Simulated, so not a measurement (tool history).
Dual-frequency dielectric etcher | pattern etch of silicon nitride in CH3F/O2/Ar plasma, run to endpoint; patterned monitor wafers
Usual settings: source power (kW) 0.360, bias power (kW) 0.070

run,hour,source power (kW),bias power (kW),wafers since the last listed run,hours since the last wet clean,hours since the last source power generator calibration,hours since the last bias power generator calibration,hours since the last upper electrode change,"incoming incoming film thickness, nm",endpoint time (s)
1,0.0,0.360,0.064,0,244.5,3332.7,1457.7,2709.6,36.05,55.8
2,62.5,0.360,0.064,819,307.0,3395.2,1520.2,2772.1,35.99,55.3
# hour 160.6: wet clean of the chamber
3,161.1,0.360,0.070,977,0.5,3493.8,1618.8,2870.7,35.92,54.2
4,252.9,0.300,0.070,1203,92.3,3585.6,1710.6,2962.5,36.25,58.2
5,338.7,0.360,0.070,1124,178.1,3671.4,1796.4,3048.3,35.85,53.9
# hour 531.0: wet clean of the chamber
6,550.2,0.360,0.070,2458,19.2,3882.9,2007.9,3259.8,35.73,58.3
# hour 581.5: source power generator calibrated
# hour 732.6: bias power generator calibrated
# hour 775.6: wet clean of the chamber, repeated, since the last time left the tool worse
7,784.0,0.360,0.070,2645,8.4,202.5,51.4,3493.6,36.02,56.0
8,941.2,0.360,0.085,2060,165.6,359.7,208.6,3650.8,36.14,50.1
9,988.4,0.360,0.070,618,212.8,406.9,255.8,3698.0,35.92,53.7
# hour 1046.5: upper electrode replaced
10,1077.1,0.440,0.083,848,301.5,495.6,344.5,30.6,35.68,45.2
# hour 1139.2: wet clean of the chamber
11,1166.7,0.320,0.059,859,27.5,585.2,434.1,120.2,36.11,61.8
12,1239.5,0.360,0.070,954,100.3,658.0,506.9,193.0,36.07,54.6
13,1333.9,0.360,0.070,1237,194.7,752.4,601.3,287.4,35.77,54.2
14,1541.4,0.300,0.060,2720,402.2,959.9,808.8,494.9,36.02,61.0

Some steps in endpoint time (s) between neighbouring runs. How much of each would the tool show without its hidden state too (settings, what came in, random variation), and how much is left for the hidden state, with any gauge scatter that isn't in both results?
The hidden state here: etch rate over this chamber's usual, %; source power that arrives over what is set, %; bias power that arrives over what is set, %.
Run 5 -> 6: wet clean of the chamber. endpoint time (s) +4.4: hidden state +5.2, all else -0.8.
Run 10 -> 11: source power (kW) 0.440 -> 0.320, bias power (kW) 0.083 -> 0.059, wet clean of the chamber. endpoint time (s) +16.6: hidden state +1.2, all else +15.4.
